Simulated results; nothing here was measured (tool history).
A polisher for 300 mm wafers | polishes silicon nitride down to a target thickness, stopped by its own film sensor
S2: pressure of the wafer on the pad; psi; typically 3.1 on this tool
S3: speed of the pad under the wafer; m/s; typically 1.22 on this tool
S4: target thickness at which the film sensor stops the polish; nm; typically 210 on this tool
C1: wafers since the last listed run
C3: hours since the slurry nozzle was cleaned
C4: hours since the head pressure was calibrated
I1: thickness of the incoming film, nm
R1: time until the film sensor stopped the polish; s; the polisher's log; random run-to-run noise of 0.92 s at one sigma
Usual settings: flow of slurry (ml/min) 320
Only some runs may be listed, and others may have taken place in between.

{"run": 1, "day": 0.0, "flow of slurry (ml/min)": 320, "S2": 3.1, "S3": 1.22, "S4": 210, "C1": 0, "wafers polished on this pad": 852, "C3": 329.4, "C4": 1184, "I1": 384, "R1": 97}
{"day": 0.817, "done": "worn pad replaced by a new one"}
{"run": 2, "day": 0.838, "flow of slurry (ml/min)": 320, "S2": 3.1, "S3": 1.22, "S4": 210, "C1": 95, "wafers polished on this pad": 3, "C3": 349.5, "C4": 1204.1, "I1": 380.5, "R1": 95.1}
{"run": 3, "day": 1.3, "flow of slurry (ml/min)": 320, "S2": 3.1, "S3": 1.22, "S4": 210, "C1": 65, "wafers polished on this pad": 69, "C3": 360.6, "C4": 1215.2, "I1": 379.7, "R1": 94.7}
{"run": 4, "day": 1.679, "flow of slurry (ml/min)": 320, "S2": 3.1, "S3": 1.22, "S4": 210, "C1": 54, "wafers polished on this pad": 123, "C3": 369.7, "C4": 1224.3, "I1": 375.6, "R1": 91.6}
{"run": 5, "day": 2.238, "flow of slurry (ml/min)": 320, "S2": 3.1, "S3": 1.22, "S4": 164, "C1": 79, "wafers polished on this pad": 202, "C3": 383.1, "C4": 1237.7, "I1": 382.6, "R1": 121.6}
{"run": 6, "day": 3.462, "flow of slurry (ml/min)": 320, "S2": 3.1, "S3": 1.22, "S4": 164, "C1": 174, "wafers polished on this pad": 377, "C3": 412.5, "C4": 1267.1, "I1": 381.5, "R1": 121.5}
{"run": 7, "day": 4.129, "flow of slurry (ml/min)": 320, "S2": 3.1, "S3": 1.22, "S4": 210, "C1": 95, "wafers polished on this pad": 472, "C3": 428.5, "C4": 1283.1, "I1": 378.1, "R1": 95.9}
{"run": 8, "day": 4.662, "flow of slurry (ml/min)": 320, "S2": 3.1, "S3": 1.22, "S4": 210, "C1": 76, "wafers polished on this pad": 548, "C3": 441.3, "C4": 1295.9, "I1": 378.1, "R1": 92.8}
{"day": 5.454, "done": "head pressure recalibrated"}
{"day": 5.683, "done": "slurry nozzle cleaned"}
{"run": 9, "day": 6.117, "flow of slurry (ml/min)": 415, "S2": 3.1, "S3": 1.32, "S4": 238, "C1": 189, "wafers polished on this pad": 737, "C3": 10.4, "C4": 15.9, "I1": 380.9, "R1": 72.5}
{"run": 10, "day": 6.454, "flow of slurry (ml/min)": 320, "S2": 3.1, "S3": 1.22, "S4": 210, "C1": 48, "wafers polished on this pad": 786, "C3": 18.5, "C4": 24, "I1": 373.5, "R1": 92.3}
{"run": 11, "day": 6.729, "flow of slurry (ml/min)": 320, "S2": 2.5, "S3": 1.22, "S4": 165, "C1": 39, "wafers polished on this pad": 825, "C3": 25.1, "C4": 30.6, "I1": 379.5, "R1": 146.4}
{"run": 12, "day": 7.004, "flow of slurry (ml/min)": 320, "S2": 2.8, "S3": 1.22, "S4": 248, "C1": 39, "wafers polished on this pad": 864, "C3": 31.7, "C4": 37.2, "I1": 378.9, "R1": 82.1}
{"day": 7.292, "done": "worn pad replaced by a new one"}
{"run": 13, "day": 7.325, "flow of slurry (ml/min)": 320, "S2": 3.1, "S3": 1.22, "S4": 210, "C1": 21, "wafers polished on this pad": 4, "C3": 39.4, "C4": 44.9, "I1": 375.3, "R1": 91.2}
{"run": 14, "day": 9.117, "flow of slurry (ml/min)": 320, "S2": 3.5, "S3": 1.54, "S4": 210, "C1": 255, "wafers polished on this pad": 260, "C3": 82.4, "C4": 87.9, "I1": 376.9, "R1": 68.7}
{"run": 15, "day": 10.571, "flow of slurry (ml/min)": 320, "S2": 3.1, "S3": 1.22, "S4": 251, "C1": 207, "wafers polished on this pad": 467, "C3": 117.3, "C4": 122.8, "I1": 379.8, "R1": 72.1}
{"run": 16, "day": 11.292, "flow of slurry (ml/min)": 290, "S2": 4.1, "S3": 1.5, "S4": 183, "C1": 102, "wafers polished on this pad": 570, "C3": 134.6, "C4": 140.1, "I1": 380.6, "R1": 71.6}
{"run": 17, "day": 11.9, "flow of slurry (ml/min)": 255, "S2": 3.1, "S3": 1.22, "S4": 233, "C1": 86, "wafers polished on this pad": 657, "C3": 149.2, "C4": 154.7, "I1": 380.8, "R1": 82.6}

Exercise: give the hidden state of the tool at every run:
removal rate lost through wear of the pad, %: 0 at every run
slurry flow missing at the pad, %: 0 at every run
deviation of the head's pressure from its setpoint, %: 0 at every run
